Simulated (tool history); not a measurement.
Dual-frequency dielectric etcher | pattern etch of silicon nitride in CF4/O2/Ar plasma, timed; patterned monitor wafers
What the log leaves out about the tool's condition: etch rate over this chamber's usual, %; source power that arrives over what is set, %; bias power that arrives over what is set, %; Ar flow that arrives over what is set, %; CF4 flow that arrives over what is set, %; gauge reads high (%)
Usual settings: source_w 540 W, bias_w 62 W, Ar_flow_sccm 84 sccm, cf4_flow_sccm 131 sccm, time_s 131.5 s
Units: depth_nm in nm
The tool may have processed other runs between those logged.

run,hour,source_w,bias_w,Ar_flow_sccm,cf4_flow_sccm,time_s,wafers since the last listed run,hours since the last wet clean,hours since the last source power generator calibration,hours since the last bias power generator calibration,hours since the last Ar flow controller change,hours since the last CF4 flow controller change,hours since the last upper electrode change,hours since the gauge calibration,"read-back reference wafer on the same gauge, depth_nm",depth_nm
1,0.0,540,62,84,138,118.0,0,399.4,3071.6,2665.7,6093.9,3898.6,5601.8,412.6,304.4,265.9
# hour 14.6: Ar flow controller replaced
2,15.1,540,62,84,138,118.0,72,414.5,3086.7,2680.8,0.5,3913.7,5616.9,427.7,305.0,268.5
3,25.9,540,52,84,131,131.5,86,425.3,3097.5,2691.6,11.3,3924.5,5627.7,438.5,305.4,271.6
4,31.9,540,53,84,131,131.5,47,431.3,3103.5,2697.6,17.3,3930.5,5633.7,444.5,304.4,270.0
5,47.6,680,48,84,116,131.5,125,447.0,3119.2,2713.3,33.0,3946.2,5649.4,460.2,305.1,318.7
6,55.7,540,62,84,140,131.5,64,455.1,3127.3,2721.4,41.1,3954.3,5657.5,468.3,305.0,298.8
# hour 101.4: bias power generator calibrated
# hour 107.8: wet clean of the chamber
# hour 111.0: upper electrode replaced
7,111.5,540,62,84,131,131.5,336,3.7,3183.1,10.1,96.9,4010.1,0.5,524.1,305.0,293.1
8,125.0,540,62,84,131,131.5,107,17.2,3196.6,23.6,110.4,4023.6,14.0,537.6,304.6,296.7
# hour 131.9: source power generator calibrated
9,138.2,500,56,96,131,131.5,73,30.4,6.3,36.8,123.6,4036.8,27.2,550.8,305.3,262.7
# hour 143.8: gauge calibrated
# hour 149.6: CF4 flow controller replaced
10,150.1,450,62,71,131,99.0,47,42.3,18.2,48.7,135.5,0.5,39.1,6.3,304.8,192.6
11,154.8,410,62,84,131,131.5,37,47.0,22.9,53.4,140.2,5.2,43.8,11.0,304.7,232.2
12,162.1,620,62,100,131,131.5,58,54.3,30.2,60.7,147.5,12.5,51.1,18.3,304.8,330.5
13,169.1,540,62,84,109,131.5,55,61.3,37.2,67.7,154.5,19.5,58.1,25.3,304.3,290.3
14,176.2,450,62,84,164,131.5,56,68.4,44.3,74.8,161.6,26.6,65.2,32.4,304.8,258.6
15,183.6,540,62,84,131,131.5,59,75.8,51.7,82.2,169.0,34.0,72.6,39.8,305.8,295.1
16,195.4,500,62,84,116,131.5,94,87.6,63.5,94.0,180.8,45.8,84.4,51.6,304.9,273.1
17,209.6,540,62,84,131,131.5,113,101.8,77.7,108.2,195.0,60.0,98.6,65.8,305.4,296.1
18,221.7,540,62,84,156,157.0,96,113.9,89.8,120.3,207.1,72.1,110.7,77.9,305.0,358.2
19,232.0,540,62,84,99,131.5,82,124.2,100.1,130.6,217.4,82.4,121.0,88.2,306.2,287.9
20,249.3,540,62,84,131,131.5,138,141.5,117.4,147.9,234.7,99.7,138.3,105.5,305.8,298.0

What was the tool's hidden state at every run in the log?
etch rate over this chamber's usual, %: 0 on each run
source power that arrives over what is set, %: 0 on each run
bias power that arrives over what is set, %: 0 on each run
Ar flow that arrives over what is set, %: 0 on each run
CF4 flow that arrives over what is set, %: 0 on each run
gauge reads high (%): 0 on each run
